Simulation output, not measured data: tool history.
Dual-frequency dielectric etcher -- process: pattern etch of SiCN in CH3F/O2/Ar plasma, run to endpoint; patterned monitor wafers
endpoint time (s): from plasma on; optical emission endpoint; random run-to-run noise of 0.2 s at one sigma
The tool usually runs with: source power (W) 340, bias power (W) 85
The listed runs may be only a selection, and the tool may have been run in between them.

run	day	source power (W)	bias power (W)	incoming incoming film thickness, nm	endpoint time (s)
1	0.000	340	85	9.81	25.6
2	2.438	340	85	9.75	25.3
3	4.375	340	85	9.88	25.7
4	6.075	390	85	9.80	24.5
5	7.462	390	85	9.87	24.9
6	9.633	390	85	9.75	24.5
7	11.333	340	85	9.75	26.6
8	13.379	340	85	9.79	26.7
9	15.521	300	78	9.80	26.9
10	17.017	390	85	9.84	24.2
11	18.433	400	79	9.85	24.9
12	19.450	390	91	9.74	23.2
13	22.267	290	78	9.81	27.5
14	24.996	280	71	9.76	29.2
15	26.758	310	76	9.80	26.9
16	28.912	280	102	9.65	24.0
17	30.221	340	85	9.77	25.2

Taken out of this log: 5 entries between the listed runs. Where each belongs, and how the hidden state differs across it:
Run 6 -> run 7: wet clean of the chamber (day 10.821)
  etch rate over this chamber's usual, %: -3.17 -> -6.4
  measured less the result without the state, endpoint time (s): +0.8 -> +1.7
Run 7 -> run 8: source power generator calibrated (day 13.196); upper electrode replaced (day 13.358)
  etch rate over this chamber's usual, %: -6.4 -> -6.71
  measured less the result without the state, endpoint time (s): +1.7 -> +1.8
Run 8 -> run 9: wet clean of the chamber, repeated, since the last time left the tool worse (day 14.658)
  etch rate over this chamber's usual, %: -6.71 -> -0.282
  measured less the result without the state, endpoint time (s): +1.8 -> +0.1
Run 11 -> run 12: bias power generator calibrated (day 18.638)
  etch rate over this chamber's usual, %: -0.728 -> -0.883
  measured less the result without the state, endpoint time (s): +0.2 -> +0.2

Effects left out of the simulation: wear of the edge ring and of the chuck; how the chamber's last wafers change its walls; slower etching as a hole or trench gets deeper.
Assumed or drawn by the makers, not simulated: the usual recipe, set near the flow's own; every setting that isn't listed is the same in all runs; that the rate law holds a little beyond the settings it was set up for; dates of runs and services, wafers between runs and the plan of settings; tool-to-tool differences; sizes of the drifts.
